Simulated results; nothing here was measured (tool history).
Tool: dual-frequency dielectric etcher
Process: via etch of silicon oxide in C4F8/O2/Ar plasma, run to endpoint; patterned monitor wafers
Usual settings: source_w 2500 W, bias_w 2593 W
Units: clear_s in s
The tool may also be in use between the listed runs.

run,hour,source_w,bias_w,wafers since the last listed run,hours since the last wet clean,hours since the last source power generator calibration,hours since the last bias power generator calibration,hours since the last upper electrode change,"incoming incoming film thickness, nm",clear_s
1,0.0,2500,2593,0,353.4,1111.3,3277.1,4945.5,1673.0,274.5
2,11.8,2500,2593,36,365.2,1123.1,3288.9,4957.3,1676.1,277.2
3,20.9,2500,2593,28,374.3,1132.2,3298.0,4966.4,1682.7,276.7
4,49.9,2500,2593,90,403.3,1161.2,3327.0,4995.4,1672.1,273.0
5,66.3,2500,2593,51,419.7,1177.6,3343.4,5011.8,1661.9,271.0
6,74.8,2500,2593,26,428.2,1186.1,3351.9,5020.3,1663.1,270.4
7,87.3,2500,2593,38,440.7,1198.6,3364.4,5032.8,1659.2,269.7
8,103.0,2500,2593,48,456.4,1214.3,3380.1,5048.5,1646.3,267.2
9,120.8,2500,2593,55,474.2,1232.1,3397.9,5066.3,1657.7,267.6
10,167.5,2500,2895,145,520.9,1278.8,3444.6,5113.0,1651.0,258.3
11,219.9,2500,2593,163,573.3,1331.2,3497.0,5165.4,1651.1,261.8
12,229.6,2500,2593,30,583.0,1340.9,3506.7,5175.1,1655.1,267.9
13,247.5,2500,2593,55,600.9,1358.8,3524.6,5193.0,1642.9,263.4
14,256.2,2500,2593,27,609.6,1367.5,3533.3,5201.7,1655.2,263.3
15,265.6,2500,2593,29,619.0,1376.9,3542.7,5211.1,1665.1,265.9
# hour 275.0: source power generator calibrated
16,282.4,2500,2593,39,635.8,7.4,3559.5,5227.9,1653.8,263.7
# hour 309.1: wet clean of the chamber
17,309.6,2990,2593,9,0.5,34.6,3586.7,5255.1,1653.0,266.2
18,310.0,2500,2593,1,0.9,35.0,3587.1,5255.5,1664.9,285.4
19,331.1,2740,2210,65,22.0,56.1,3608.2,5276.6,1656.3,280.3
20,340.5,1920,2352,29,31.4,65.5,3617.6,5286.0,1639.2,301.9
# hour 375.2: bias power generator calibrated
# hour 375.4: upper electrode replaced
21,375.9,2030,3121,96,66.8,100.9,0.7,0.5,1637.7,276.7
22,376.3,2880,2986,1,67.2,101.3,1.1,0.9,1659.1,259.5
23,383.6,2500,2593,22,74.5,108.6,8.4,8.2,1668.5,277.0
24,396.9,1940,2245,41,87.8,121.9,21.7,21.5,1652.5,306.3
25,405.1,2130,3164,25,96.0,130.1,29.9,29.7,1642.3,272.2
26,421.0,2980,2084,49,111.9,146.0,45.8,45.6,1664.0,281.0
27,435.2,2760,2593,44,126.1,160.2,60.0,59.8,1679.0,272.4
28,450.2,2730,2283,46,141.1,175.2,75.0,74.8,1665.0,279.3
29,466.8,2500,2593,51,157.7,191.8,91.6,91.4,1661.9,275.6
30,473.9,2070,3023,22,164.8,198.9,98.7,98.5,1660.0,275.9

Forecast each of these 4 alternatives for the next run:
A,474.4,2500,3180,1,165.3,199.4,99.2,99.0,1675.6,?
B,474.4,2500,2281,1,165.3,199.4,99.2,99.0,1675.6,?
C,474.4,2160,2593,1,165.3,199.4,99.2,99.0,1675.6,?
D,474.4,2500,2372,1,165.3,199.4,99.2,99.0,1675.6,?

run,clear_s
A,263.0
B,286.5
C,288.3
D,283.8
Without the tool's hidden state the same runs would have given:
run,clear_s
A,267.6
B,291.6
C,293.4
D,288.8
